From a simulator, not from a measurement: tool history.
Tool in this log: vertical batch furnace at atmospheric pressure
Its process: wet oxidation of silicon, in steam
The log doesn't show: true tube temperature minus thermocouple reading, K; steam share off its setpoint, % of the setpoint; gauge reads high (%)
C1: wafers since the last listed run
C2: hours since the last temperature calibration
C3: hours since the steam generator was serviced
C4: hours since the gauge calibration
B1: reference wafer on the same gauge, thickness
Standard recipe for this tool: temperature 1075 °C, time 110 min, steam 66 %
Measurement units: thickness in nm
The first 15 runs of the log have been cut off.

run 16 hour=1450.1 | temperature=1075 time=110 steam=66 | C1=370 C2=432.4 C3=3423.4 C4=415.7 | B1=550.88 | thickness=628.87
run 17 hour=1612.4 | temperature=1075 time=148.5 steam=66 | C1=1620 C2=594.7 C3=3585.7 C4=578 | B1=550.09 | thickness=746
run 18 hour=1663.4 | temperature=1068 time=79 steam=55 | C1=509 C2=645.7 C3=3636.7 C4=629 | B1=549.72 | thickness=456.61
-- hour=1708.5 steam generator serviced
run 19 hour=1729.2 | temperature=1061 time=110 steam=55 | C1=417 C2=711.5 C3=20.7 C4=694.8 | B1=549.71 | thickness=529.68
run 20 hour=1794.2 | temperature=1075 time=164 steam=66 | C1=648 C2=776.5 C3=85.7 C4=759.8 | B1=549.15 | thickness=790.04
run 21 hour=1849.3 | temperature=1075 time=84 steam=66 | C1=550 C2=831.6 C3=140.8 C4=814.9 | B1=548.29 | thickness=539.14
run 22 hour=1953.9 | temperature=1075 time=110 steam=66 | C1=1044 C2=936.2 C3=245.4 C4=919.5 | B1=546.96 | thickness=629.23
run 23 hour=2047.7 | temperature=1050 time=110 steam=59 | C1=936 C2=1030 C3=339.2 C4=1013.3 | B1=546.63 | thickness=522.6
run 24 hour=2086.3 | temperature=1062 time=110 steam=66 | C1=385 C2=1068.6 C3=377.8 C4=1051.9 | B1=546.14 | thickness=587.66
run 25 hour=2147.9 | temperature=1075 time=110 steam=66 | C1=614 C2=1130.2 C3=439.4 C4=1113.5 | B1=544.7 | thickness=623.61
run 26 hour=2235.9 | temperature=1083 time=76.5 steam=72 | C1=878 C2=1218.2 C3=527.4 C4=1201.5 | B1=543.98 | thickness=554.3
run 27 hour=2301.6 | temperature=1075 time=85 steam=74 | C1=655 C2=1283.9 C3=593.1 C4=1267.2 | B1=542.87 | thickness=579.63
run 28 hour=2345.9 | temperature=1075 time=130.5 steam=66 | C1=442 C2=1328.2 C3=637.4 C4=1311.5 | B1=542.61 | thickness=684.54
run 29 hour=2389 | temperature=1062 time=110 steam=66 | C1=430 C2=1371.3 C3=680.5 C4=1354.6 | B1=542.3 | thickness=587.49
run 30 hour=2476.8 | temperature=1086 time=130.5 steam=66 | C1=876 C2=1459.1 C3=768.3 C4=1442.4 | B1=540.43 | thickness=714.58
run 31 hour=2571.2 | temperature=1075 time=86 steam=62 | C1=942 C2=1553.5 C3=862.7 C4=1536.8 | B1=539 | thickness=520.29
run 32 hour=2708.3 | temperature=1098 time=110 steam=59 | C1=1368 C2=1690.6 C3=999.8 C4=1673.9 | B1=536.27 | thickness=632.97
run 33 hour=2777 | temperature=1067 time=61 steam=72 | C1=685 C2=1759.3 C3=1068.5 C4=1742.6 | B1=535.33 | thickness=442.57
run 34 hour=2877.1 | temperature=1075 time=58.5 steam=61 | C1=999 C2=1859.4 C3=1168.6 C4=1842.7 | B1=532.68 | thickness=406.43
run 35 hour=2953.3 | temperature=1100 time=110 steam=61 | C1=760 C2=1935.6 C3=1244.8 C4=1918.9 | B1=531.57 | thickness=642.05
run 36 hour=3058.8 | temperature=1050 time=85 steam=57 | C1=1053 C2=2041.1 C3=1350.3 C4=2024.4 | B1=529.55 | thickness=427.49
run 37 hour=3132.3 | temperature=1075 time=110 steam=66 | C1=733 C2=2114.6 C3=1423.8 C4=2097.9 | B1=527.17 | thickness=604.89
run 38 hour=3183.8 | temperature=1075 time=110 steam=71 | C1=514 C2=2166.1 C3=1475.3 C4=2149.4 | B1=525.78 | thickness=630.96
-- hour=3213.4 gauge calibrated
run 39 hour=3248.6 | temperature=1094 time=164.5 steam=62 | C1=646 C2=2230.9 C3=1540.1 C4=35.2 | B1=544.39 | thickness=810.75

Branching from run 39: 3 alternative next runs. What would each branch give?
run A hour=3253.8 | temperature=1075 time=85 steam=66 | C1=51 C2=2236.1 C3=1545.3 C4=40.4 | B1=? | thickness=?
run B hour=3253.8 | temperature=1075 time=64.5 steam=77 | C1=51 C2=2236.1 C3=1545.3 C4=40.4 | B1=? | thickness=?
run C hour=3253.8 | temperature=1090 time=110 steam=73 | C1=51 C2=2236.1 C3=1545.3 C4=40.4 | B1=? | thickness=?

run=A B1=543.99 thickness=541.13
run=B B1=543.99 thickness=504.54
run=C B1=543.99 thickness=702.92
Without the tool's hidden state the same runs would have given:
run=A thickness=543.68
run=B thickness=506.92
run=C thickness=706.24
